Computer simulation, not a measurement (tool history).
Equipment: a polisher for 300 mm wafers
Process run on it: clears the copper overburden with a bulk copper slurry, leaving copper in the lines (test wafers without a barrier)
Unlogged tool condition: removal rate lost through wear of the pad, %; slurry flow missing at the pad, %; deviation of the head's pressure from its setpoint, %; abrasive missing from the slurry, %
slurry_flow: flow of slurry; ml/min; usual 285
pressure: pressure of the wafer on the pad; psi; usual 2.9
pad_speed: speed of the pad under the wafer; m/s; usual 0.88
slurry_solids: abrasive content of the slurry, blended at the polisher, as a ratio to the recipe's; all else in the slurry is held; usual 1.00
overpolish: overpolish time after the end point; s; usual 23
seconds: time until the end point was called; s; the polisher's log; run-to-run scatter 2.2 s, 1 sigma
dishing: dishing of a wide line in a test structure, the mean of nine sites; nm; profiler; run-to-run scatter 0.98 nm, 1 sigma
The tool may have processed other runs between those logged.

run,day,slurry_flow,pressure,pad_speed,slurry_solids,overpolish,wafers since the last listed run,wafers polished on this pad,hours since the slurry nozzle was cleaned,hours since the head pressure was calibrated,hours since the slurry blender was calibrated,"incoming thickness of the incoming film, nm",seconds,dishing
1,0.000,285,2.9,0.88,1.00,23,0,1200,268.8,49.8,357.4,896.3,140.0,82.9
2,4.229,285,2.9,0.88,1.00,23,721,1922,370.3,151.3,458.9,879.1,141.7,84.6
# day 4.779: slurry blender recalibrated
3,8.558,285,2.9,0.88,1.00,23,724,2647,474.2,255.2,90.7,896.2,147.9,84.8
4,11.350,285,2.9,0.88,1.00,23,476,3123,541.2,322.2,157.7,890.5,144.9,85.4
# day 12.696: worn pad replaced by a new one
5,14.038,285,2.9,0.88,1.00,23,430,229,605.7,386.7,222.2,889.8,150.2,82.7
6,18.200,285,2.9,0.88,1.00,23,710,939,705.6,486.6,322.1,876.8,151.7,81.4
# day 18.650: slurry nozzle cleaned
7,22.392,285,2.6,0.88,1.00,23,708,1648,89.8,587.2,422.7,897.9,158.0,78.7
# day 24.379: slurry blender recalibrated
# day 28.229: head pressure recalibrated
8,30.792,285,2.6,0.88,1.00,23,1405,3053,291.4,61.5,153.9,891.9,159.9,77.8
# day 33.896: worn pad replaced by a new one
9,34.029,285,2.6,0.88,1.00,23,524,22,369.1,139.2,231.6,882.5,155.0,76.5
10,37.771,285,2.9,0.88,1.00,23,638,661,458.9,229.0,321.4,885.1,143.0,82.8
11,40.396,285,2.9,0.88,1.00,23,448,1109,521.9,292.0,384.4,890.8,145.2,83.9
12,42.779,285,2.3,0.68,1.00,23,406,1516,579.1,349.2,441.6,889.3,232.2,56.2
# day 45.271: slurry nozzle cleaned
13,46.712,230,2.9,0.88,1.00,23,664,2180,34.6,443.6,536.0,875.0,144.8,83.7
# day 48.483: slurry blender recalibrated
14,49.833,285,2.6,0.88,1.00,23,518,2699,109.5,518.5,32.4,888.3,150.1,79.2
15,53.888,285,2.9,0.88,1.00,23,692,3391,206.8,615.8,129.7,910.6,142.4,84.6
# day 54.112: worn pad replaced by a new one
16,56.788,345,2.9,0.78,0.80,30,466,456,276.4,685.4,199.3,890.0,165.1,90.9
# day 58.354: head pressure recalibrated
17,58.846,380,3.5,1.10,1.00,23,337,793,325.8,11.8,248.7,878.1,89.8,115.2
18,62.238,285,2.9,0.88,1.00,23,578,1372,407.2,93.2,330.1,904.1,145.3,83.0
19,65.938,185,2.9,0.88,1.00,23,631,2004,496.0,182.0,418.9,897.3,154.5,79.1
20,69.521,285,2.9,0.88,1.00,23,611,2616,582.0,268.0,504.9,878.6,146.1,82.0
# day 70.550: slurry nozzle cleaned
# day 71.271: slurry blender recalibrated
21,71.733,285,2.9,0.88,1.00,23,356,2972,28.4,321.1,11.1,902.0,140.4,88.0
22,73.317,285,2.9,0.88,1.00,23,270,3242,66.4,359.1,49.1,895.8,145.5,85.1
# day 74.542: worn pad replaced by a new one
23,77.017,285,2.9,0.88,1.00,23,603,422,155.2,447.9,137.9,894.6,141.5,84.9
24,79.929,285,2.9,0.74,0.75,23,497,919,225.1,517.8,207.8,901.6,183.7,72.4
25,83.412,285,3.4,0.88,1.00,17,594,1514,308.7,601.4,291.4,903.5,124.3,78.1
26,87.671,330,2.0,0.72,1.00,23,726,2240,410.9,703.6,393.6,875.0,250.9,54.3
# day 90.279: slurry blender recalibrated
27,90.621,285,2.9,0.80,1.00,23,489,2730,481.7,774.4,8.2,887.1,156.1,78.5
# day 91.525: head pressure recalibrated
28,93.158,195,2.9,0.88,1.00,23,418,3149,542.6,39.2,69.1,884.2,151.2,80.2

Branching from run 28: 4 alternative next runs. What would each branch give?
A,93.179,285,2.9,0.88,1.00,23,3,3152,543.1,39.7,69.6,871.5,?,?
B,93.179,285,2.9,0.88,1.00,10,3,3152,543.1,39.7,69.6,871.5,?,?
C,93.179,285,2.9,1.10,1.00,12,3,3152,543.1,39.7,69.6,871.5,?,?
D,93.179,230,3.2,0.88,1.00,34,3,3152,543.1,39.7,69.6,871.5,?,?

run,seconds,dishing
A,140.6,82.8
B,140.6,43.8
C,112.5,60.8
D,131.8,110.7
The same runs, with their run-to-run variation unchanged, on a tool lacking any hidden condition would have given:
run,seconds,dishing
A,134.5,85.2
B,134.5,45.5
C,107.6,62.9
D,124.8,113.9
